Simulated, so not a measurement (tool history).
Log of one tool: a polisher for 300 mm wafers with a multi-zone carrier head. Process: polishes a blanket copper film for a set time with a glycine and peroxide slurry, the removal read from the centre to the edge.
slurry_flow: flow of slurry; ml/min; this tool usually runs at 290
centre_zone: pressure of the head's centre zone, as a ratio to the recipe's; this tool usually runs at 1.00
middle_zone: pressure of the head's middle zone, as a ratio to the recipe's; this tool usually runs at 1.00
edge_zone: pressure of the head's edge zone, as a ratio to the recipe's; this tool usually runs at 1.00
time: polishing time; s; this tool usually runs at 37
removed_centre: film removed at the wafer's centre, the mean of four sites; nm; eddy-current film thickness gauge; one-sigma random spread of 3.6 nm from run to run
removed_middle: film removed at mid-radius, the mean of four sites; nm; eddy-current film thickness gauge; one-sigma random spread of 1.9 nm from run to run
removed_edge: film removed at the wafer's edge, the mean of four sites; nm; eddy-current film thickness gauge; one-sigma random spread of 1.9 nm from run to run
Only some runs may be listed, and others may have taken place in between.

| run | day | slurry_flow | centre_zone | middle_zone | edge_zone | time | incoming thickness of the incoming film, nm | removed_centre | removed_middle | removed_edge |
|---|---|---|---|---|---|---|---|---|---|---|
| 1 | 0.000 | 290 | 1.11 | 0.88 | 1.00 | 37 | 1988.1 | 261.7 | 206.9 | 234.0 |
|  | 1.058 | carrier head's membrane replaced by a new one |
|  | 8.321 | worn pad replaced by a new one |
|  | 11.338 | centre zone pressure recalibrated |
| 2 | 13.167 | 355 | 1.08 | 1.00 | 1.00 | 37 | 1987.6 | 280.2 | 254.4 | 252.7 |
| 3 | 16.904 | 290 | 1.00 | 1.00 | 1.00 | 37 | 1976.9 | 260.5 | 246.2 | 248.4 |
| 4 | 18.629 | 290 | 1.00 | 1.00 | 1.00 | 37 | 1955.4 | 252.0 | 243.4 | 250.3 |
| 5 | 20.175 | 290 | 1.00 | 1.00 | 1.00 | 37 | 2013.3 | 250.9 | 244.8 | 245.8 |
| 6 | 22.475 | 290 | 0.90 | 1.00 | 1.00 | 26 | 1989.3 | 160.9 | 169.3 | 173.6 |
|  | 23.988 | edge zone pressure recalibrated |
| 7 | 25.454 | 290 | 1.06 | 1.00 | 1.00 | 37 | 1995.8 | 261.7 | 238.2 | 242.2 |
| 8 | 27.496 | 385 | 1.00 | 1.00 | 1.04 | 37 | 1984.5 | 253.9 | 243.4 | 245.8 |
|  | 28.504 | slurry nozzle cleaned |
| 9 | 31.300 | 320 | 1.00 | 1.00 | 1.00 | 33 | 1971.9 | 214.4 | 209.2 | 212.8 |
|  | 34.812 | worn pad replaced by a new one |
| 10 | 35.229 | 290 | 1.00 | 1.00 | 1.00 | 37 | 1965.8 | 254.4 | 251.5 | 254.4 |
| 11 | 37.242 | 290 | 1.00 | 1.00 | 0.96 | 41 | 1993.2 | 284.9 | 275.6 | 278.3 |
| 12 | 39.008 | 290 | 0.94 | 1.03 | 1.03 | 37 | 2007.0 | 243.5 | 256.4 | 257.5 |
| 13 | 40.758 | 290 | 1.00 | 0.90 | 1.00 | 47 | 1981.2 | 323.5 | 287.1 | 323.7 |
| 14 | 45.012 | 255 | 0.96 | 0.92 | 1.00 | 47 | 2000.0 | 300.0 | 287.9 | 315.1 |
| 15 | 47.612 | 290 | 1.00 | 1.00 | 1.00 | 37 | 1993.3 | 251.2 | 247.3 | 243.6 |
| 16 | 50.458 | 315 | 0.96 | 1.00 | 1.00 | 37 | 1960.5 | 246.0 | 242.2 | 250.6 |
| 17 | 52.600 | 290 | 0.90 | 1.00 | 1.00 | 37 | 1969.5 | 227.2 | 241.6 | 244.4 |
| 18 | 54.596 | 290 | 0.92 | 0.96 | 1.00 | 42 | 2004.3 | 258.9 | 264.1 | 273.8 |
|  | 56.296 | carrier head's membrane replaced by a new one |
| 19 | 57.242 | 235 | 1.08 | 1.04 | 1.00 | 37 | 2003.2 | 248.6 | 237.3 | 232.7 |
|  | 58.212 | edge zone pressure recalibrated |
|  | 58.708 | slurry nozzle cleaned |
|  | 58.917 | centre zone pressure recalibrated |
| 20 | 60.467 | 290 | 1.00 | 1.00 | 0.95 | 37 | 1966.8 | 236.6 | 227.8 | 228.6 |
| 21 | 62.883 | 375 | 0.93 | 0.95 | 1.00 | 37 | 2006.5 | 225.5 | 220.9 | 231.5 |
| 22 | 64.850 | 205 | 1.05 | 0.89 | 1.11 | 37 | 1983.9 | 232.2 | 193.7 | 226.5 |
|  | 67.329 | worn pad replaced by a new one |
| 23 | 69.108 | 290 | 1.00 | 1.00 | 1.00 | 32 | 1981.4 | 219.6 | 213.6 | 217.7 |

Here are 3 independent what-if runs from the current tool condition. What would each one return?
| A | 69.125 | 290 | 1.00 | 1.00 | 0.94 | 37 | 1963.9 | ? | ? | ? |
| B | 69.125 | 370 | 1.00 | 1.08 | 1.00 | 27 | 1963.9 | ? | ? | ? |
| C | 69.125 | 290 | 1.06 | 1.00 | 1.00 | 33 | 1963.9 | ? | ? | ? |

| run | removed_centre | removed_middle | removed_edge |
|---|---|---|---|
| A | 250.5 | 248.4 | 243.0 |
| B | 186.5 | 197.0 | 183.1 |
| C | 235.9 | 221.5 | 221.0 |
Take away the tool's hidden state, keep each run's random variation, and the runs would have read:
| run | removed_centre | removed_middle | removed_edge |
|---|---|---|---|
| A | 254.4 | 252.3 | 246.8 |
| B | 189.4 | 200.0 | 186.0 |
| C | 239.6 | 225.0 | 224.5 |

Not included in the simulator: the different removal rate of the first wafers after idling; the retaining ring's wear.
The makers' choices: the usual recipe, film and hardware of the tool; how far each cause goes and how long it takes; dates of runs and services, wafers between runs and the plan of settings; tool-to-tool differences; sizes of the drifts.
